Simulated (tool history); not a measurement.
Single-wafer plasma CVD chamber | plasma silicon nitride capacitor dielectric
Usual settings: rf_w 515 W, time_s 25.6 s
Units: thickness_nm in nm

run    hour  rf_w  time_s  read-back reference wafer on the same gauge, thickness_nm  thickness_nm
  1       0   515    25.6                                                     39.406        41.185
  2    35.4   515    23.7                                                     39.446        37.812
  3      69   570    25.6                                                     39.291        42.942
  4    81.6   570    25.6                                                     39.285        42.925
  5   109.8   570    25.6                                                     39.197        42.712
  6     142   515      28                                                     39.117         44.95
  7     168   515      28                                                     39.141        44.375
  8   180.2   515      28                                                     39.052        44.605
  9   215.2   450    25.6                                                     38.941        38.092
 10   233.4   450    25.6                                                     38.981        38.311
 11   252.2   515    25.6                                                     38.972        40.833
 12   267.8   515    25.6                                                     38.934        40.519
 13   296.1   515    25.6                                                     38.883        40.831
 14   309.5   515    25.6                                                     38.818        40.593
 15   330.8   550    27.4                                                     38.743        44.606
 16   363.8   550    27.4                                                       38.7        44.872
      390.5  -- showerhead replaced
 17   391.9   550    27.4                                                     38.623        44.652
 18     414   515    25.6                                                     38.601        40.204
 19   449.2   515    25.6                                                     38.478        40.442
 20     473   515    25.6                                                     38.411        40.168
      481.8  -- gauge calibrated
 21   498.6   515    25.6                                                     40.332        41.919
 22   518.8   515    25.6                                                     40.234         42.38
 23     537   515    23.5                                                     40.228        38.803
 24   571.6   605    23.5                                                     40.289        41.394
 25   586.2   515    27.4                                                     40.349        45.355
      603.5  -- RF generator calibrated
 26   612.9   435    22.3                                                      40.31        33.954
 27   630.1   480    22.1                                                     40.297        35.232
 28   654.2   515    24.1                                                     40.244        39.843
 29   670.9   430      30                                                     40.242        45.082
 30   694.1   615    23.3                                                     40.161        41.439
 31   710.3   425    24.2                                                     40.231        36.019
 32   730.8   515    25.6                                                     40.255        41.776
 33   762.9   610    29.1                                                     40.129        51.672
 34     787   515    25.6                                                     40.244        42.051
 35   810.2   515    25.6                                                     40.235        41.918
 36   834.5   515    25.6                                                     40.268        42.089
 37   892.5   435    25.6                                                     40.144         39.07
 38   909.2   515    28.4                                                     40.124        46.377
 39   944.3   560    23.1                                                     40.052        38.928
 40   979.6   420    25.6                                                     40.069        38.177
 41  1009.9   465    23.3                                                     39.989        36.581
 42  1045.1   600    21.1                                                     40.035        36.877
 43  1071.2   415    30.1                                                     40.017        44.038

The same runs without the tool's hidden state, with the same run-to-run variation:
The hidden state here: delivered RF power above the setpoint (%); gauge reads high (%).
run  thickness_nm
  1        42.308
  2        38.903
  3        44.249
  4        44.258
  5        44.097
  6        46.482
  7        45.949
  8        46.215
  9        39.541
 10        39.807
 11        42.472
 12        42.183
 13        42.577
 14        42.361
 15        46.608
 16        46.981
 17        46.833
 18        42.227
 19        42.575
 20        42.353
 21        42.127
 22        42.592
 23        38.998
 24        41.607
 25        45.592
 26        34.136
 27        35.425
 28        40.069
 29        45.343
 30        41.688
 31        36.242
 32        42.044
 33        52.025
 34        42.351
 35        42.232
 36        42.421
 37         39.42
 38        46.807
 39        39.318
 40        38.589
 41        37.003
 42        37.337
 43        44.618
